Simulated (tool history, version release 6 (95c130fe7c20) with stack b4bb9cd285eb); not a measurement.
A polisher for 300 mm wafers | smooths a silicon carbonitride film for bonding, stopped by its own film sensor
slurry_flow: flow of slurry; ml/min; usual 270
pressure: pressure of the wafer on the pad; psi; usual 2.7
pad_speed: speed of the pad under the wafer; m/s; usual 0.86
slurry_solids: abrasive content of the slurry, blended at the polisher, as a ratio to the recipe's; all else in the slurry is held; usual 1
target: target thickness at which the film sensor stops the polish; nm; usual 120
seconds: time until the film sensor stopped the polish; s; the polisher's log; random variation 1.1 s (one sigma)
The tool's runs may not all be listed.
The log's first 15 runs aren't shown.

run,hour,slurry_flow,pressure,pad_speed,slurry_solids,target,"incoming thickness of the incoming film, nm",seconds
16,589.1,220,2.7,0.7,1,124,140.5,83
17,630.8,175,2.7,0.86,0.7,120,141.2,112.5
18,663.4,270,2.7,0.86,1,120,140.3,80
19,713.2,270,2.7,0.86,1,113,139.8,107.5
20,741.5,295,2.4,1.1,1,124,140.8,63.1
# hour 755.7: head pressure recalibrated
21,770.6,270,2.7,0.86,1,120,138.5,68.7
# hour 790.7: slurry blender recalibrated
# hour 816: slurry nozzle cleaned
22,822.6,270,2.7,0.86,1,120,141.3,79.5
23,880.8,270,2.7,0.86,1,120,138.5,71.2
# hour 897.7: worn pad replaced by a new one
24,990.7,185,2,0.86,1,120,138.3,104.7
25,1055.1,270,2.7,0.86,1,120,138.9,74.8
26,1159,270,2.7,0.86,1,118,137.9,81
27,1186.2,270,2.7,0.86,1,120,139.1,78.6
# hour 1210.2: slurry blender recalibrated
# hour 1224.7: slurry nozzle cleaned
28,1255.9,360,3.3,0.6,1.15,120,137.1,69.3
# hour 1281.8: worn pad replaced by a new one
29,1314,230,3.5,0.86,1,120,140.9,67.9
30,1371.1,270,2.7,0.86,0.9,120,139.1,85.3
31,1424.4,330,2.1,0.86,1,116,137.5,111.6

3 ways to go on from here, each from the tool as it stands after run 31. What would each give?
A,1424.8,270,2.7,0.86,1,124,139,?
B,1424.8,185,1.9,0.86,1,114,139,?
C,1424.8,270,2,0.86,1,120,139,?

run,seconds
A,62.3
B,155.4
C,106.5
Without the tool's hidden state the same runs would have given:
run,seconds
A,54.9
B,137
C,93.9
